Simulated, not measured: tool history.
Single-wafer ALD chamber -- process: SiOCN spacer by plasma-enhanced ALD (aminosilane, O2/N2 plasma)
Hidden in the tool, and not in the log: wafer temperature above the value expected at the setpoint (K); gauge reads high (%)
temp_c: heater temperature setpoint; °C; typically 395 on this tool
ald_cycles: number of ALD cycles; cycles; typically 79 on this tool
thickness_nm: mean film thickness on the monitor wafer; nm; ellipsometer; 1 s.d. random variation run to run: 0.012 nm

run   hour  temp_c  ald_cycles  wafers since the last listed run  hours since the last thermocouple change  hours since the gauge calibration  read-back reference wafer on the same gauge, thickness_nm  thickness_nm
  1      0     395          79                                 0                                    2484.9                                126                                                      5.013         4.737
  2   25.5     405          79                                65                                    2510.4                              151.5                                                      5.018         4.664
  3   56.3     405          79                                79                                    2541.2                              182.3                                                      5.024         4.674
  4   79.2     405          79                                59                                    2564.1                              205.2                                                      5.024           4.7
  5   95.6     402          74                                42                                    2580.5                              221.6                                                      5.032         4.436
  6  127.9     402          74                                83                                    2612.8                              253.9                                                       5.04         4.441
  7  150.1     395          79                                57                                      2635                              276.1                                                      5.046         4.752
     167.3  -- thermocouple changed; heater temperature recalibrated
  8  182.1     395          79                                61                                      14.8                              308.1                                                      5.061         4.787
  9  205.2     384          89                                59                                      37.9                              331.2                                                      5.066         5.398
     234.7  -- gauge calibrated
 10  240.1     410          79                                90                                      72.8                                5.4                                                      5.008         4.591
 11  264.3     403          91                                62                                        97                               29.6                                                      5.011         5.407
 12  276.8     395          79                                32                                     109.5                               42.1                                                       5.01         4.715
 13  311.8     405          64                                90                                     144.5                               77.1                                                      5.011         3.783
 14  340.7     390          65                                74                                     173.4                                106                                                      5.018         3.902
 15  374.9     395          79                                88                                     207.6                              140.2                                                      5.017          4.75
 16  403.4     385          79                                73                                     236.1                              168.7                                                      5.027         4.772
 17    430     391          88                                68                                     262.7                              195.3                                                      5.033         5.302

Alternative continuations, all from the tool just after run 17; predict every row:
  A  430.6     395          85                                 1                                     263.3                              195.9                                                          ?             ?
  B  430.6     399          70                                 1                                     263.3                              195.9                                                          ?             ?
  C  430.6     384          88                                 1                                     263.3                              195.9                                                          ?             ?
  D  430.6     406          86                                 1                                     263.3                              195.9                                                          ?             ?
  E  430.6     406          91                                 1                                     263.3                              195.9                                                          ?             ?

run  read-back reference wafer on the same gauge, thickness_nm  thickness_nm
  A                                                      5.034         5.098
  B                                                      5.034         4.198
  C                                                      5.034         5.277
  D                                                      5.034         5.073
  E                                                      5.034         5.368
Take away the tool's hidden state, keep each run's random variation, and the runs would have read:
run  thickness_nm
  A         5.076
  B         4.181
  C         5.256
  D         5.052
  E         5.345

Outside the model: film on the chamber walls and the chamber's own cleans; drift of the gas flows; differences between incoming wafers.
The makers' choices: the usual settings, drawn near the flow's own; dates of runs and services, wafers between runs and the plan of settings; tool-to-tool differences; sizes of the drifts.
